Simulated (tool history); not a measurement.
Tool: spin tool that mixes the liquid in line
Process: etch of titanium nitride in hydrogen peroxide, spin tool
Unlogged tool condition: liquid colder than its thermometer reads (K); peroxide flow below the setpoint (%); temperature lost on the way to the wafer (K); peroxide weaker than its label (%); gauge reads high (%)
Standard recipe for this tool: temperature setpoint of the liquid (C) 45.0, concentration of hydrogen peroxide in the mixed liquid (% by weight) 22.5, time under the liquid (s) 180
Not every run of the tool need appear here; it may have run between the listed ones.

| run | hour | temperature setpoint of the liquid (C) | concentration of hydrogen peroxide in the mixed liquid (% by weight) | time under the liquid (s) | wafers since the last listed run | hours since the thermometer was replaced | hours since the peroxide flow meter was replaced | hours since the heated supply line was repaired | hours since the drum of peroxide was connected | hours since the gauge calibration | read-back film thickness of the titanium nitride reference wafer, read on the same gauge (nm) | thickness taken off the titanium nitride on a monitor wafer (Å) |
|---|---|---|---|---|---|---|---|---|---|---|---|---|
| 1 | 0.0 | 45.0 | 22.5 | 180 | 0 | 2075.6 | 388.9 | 2406.3 | 581.5 | 646.5 | 59.991 | 41.19 |
| 2 | 51.4 | 45.0 | 22.5 | 180 | 260 | 2127.0 | 440.3 | 2457.7 | 632.9 | 697.9 | 60.001 | 41.67 |
| 3 | 109.6 | 45.0 | 22.5 | 180 | 294 | 2185.2 | 498.5 | 2515.9 | 691.1 | 756.1 | 59.991 | 40.36 |
| 4 | 139.4 | 45.0 | 22.5 | 180 | 150 | 2215.0 | 528.3 | 2545.7 | 720.9 | 785.9 | 59.983 | 40.40 |
| 5 | 201.8 | 45.0 | 22.5 | 180 | 315 | 2277.4 | 590.7 | 2608.1 | 783.3 | 848.3 | 59.993 | 40.38 |
| 6 | 249.5 | 45.0 | 22.5 | 180 | 241 | 2325.1 | 638.4 | 2655.8 | 831.0 | 896.0 | 60.005 | 39.93 |
| 7 | 316.0 | 45.0 | 22.5 | 180 | 336 | 2391.6 | 704.9 | 2722.3 | 897.5 | 962.5 | 60.004 | 40.17 |
|  | 360.7 | gauge calibrated |
| 8 | 369.0 | 45.0 | 22.5 | 180 | 268 | 2444.6 | 757.9 | 2775.3 | 950.5 | 8.3 | 59.989 | 40.28 |
| 9 | 397.7 | 45.0 | 19.0 | 180 | 145 | 2473.3 | 786.6 | 2804.0 | 979.2 | 37.0 | 60.011 | 37.87 |
| 10 | 430.9 | 45.0 | 19.5 | 240 | 168 | 2506.5 | 819.8 | 2837.2 | 1012.4 | 70.2 | 60.004 | 51.46 |
| 11 | 467.9 | 45.0 | 22.5 | 180 | 187 | 2543.5 | 856.8 | 2874.2 | 1049.4 | 107.2 | 60.002 | 39.22 |
|  | 479.5 | thermometer replaced |
|  | 551.1 | heated supply line repaired |
| 12 | 557.1 | 49.5 | 20.0 | 225 | 441 | 77.6 | 946.0 | 6.0 | 1138.6 | 196.4 | 60.027 | 81.81 |
|  | 586.4 | new drum of peroxide connected |
| 13 | 598.5 | 45.0 | 17.0 | 180 | 204 | 119.0 | 987.4 | 47.4 | 12.1 | 237.8 | 60.016 | 45.42 |
|  | 633.9 | peroxide flow meter replaced |
| 14 | 662.5 | 37.0 | 22.5 | 275 | 318 | 183.0 | 28.6 | 111.4 | 76.1 | 301.8 | 59.987 | 39.79 |
| 15 | 722.7 | 48.0 | 18.0 | 180 | 304 | 243.2 | 88.8 | 171.6 | 136.3 | 362.0 | 59.988 | 56.53 |
| 16 | 775.7 | 54.5 | 28.5 | 180 | 268 | 296.2 | 141.8 | 224.6 | 189.3 | 415.0 | 60.015 | 99.83 |
| 17 | 803.7 | 45.0 | 18.5 | 225 | 141 | 324.2 | 169.8 | 252.6 | 217.3 | 443.0 | 59.995 | 56.21 |
| 18 | 871.5 | 45.0 | 28.0 | 125 | 343 | 392.0 | 237.6 | 320.4 | 285.1 | 510.8 | 59.996 | 34.11 |

Here are 3 independent what-if runs from the current tool condition. What would each one return?
| A | 872.0 | 45.0 | 28.5 | 180 | 2 | 392.5 | 238.1 | 320.9 | 285.6 | 511.3 | ? | ? |
| B | 872.0 | 45.0 | 27.0 | 180 | 2 | 392.5 | 238.1 | 320.9 | 285.6 | 511.3 | ? | ? |
| C | 872.0 | 42.0 | 22.5 | 220 | 2 | 392.5 | 238.1 | 320.9 | 285.6 | 511.3 | ? | ? |

| run | read-back film thickness of the titanium nitride reference wafer, read on the same gauge (nm) | thickness taken off the titanium nitride on a monitor wafer (Å) |
|---|---|---|
| A | 59.990 | 49.69 |
| B | 59.990 | 49.10 |
| C | 59.990 | 45.98 |
Had the tool no hidden state, the same runs would have come out as:
| run | thickness taken off the titanium nitride on a monitor wafer (Å) |
|---|---|
| A | 52.20 |
| B | 51.58 |
| C | 48.35 |
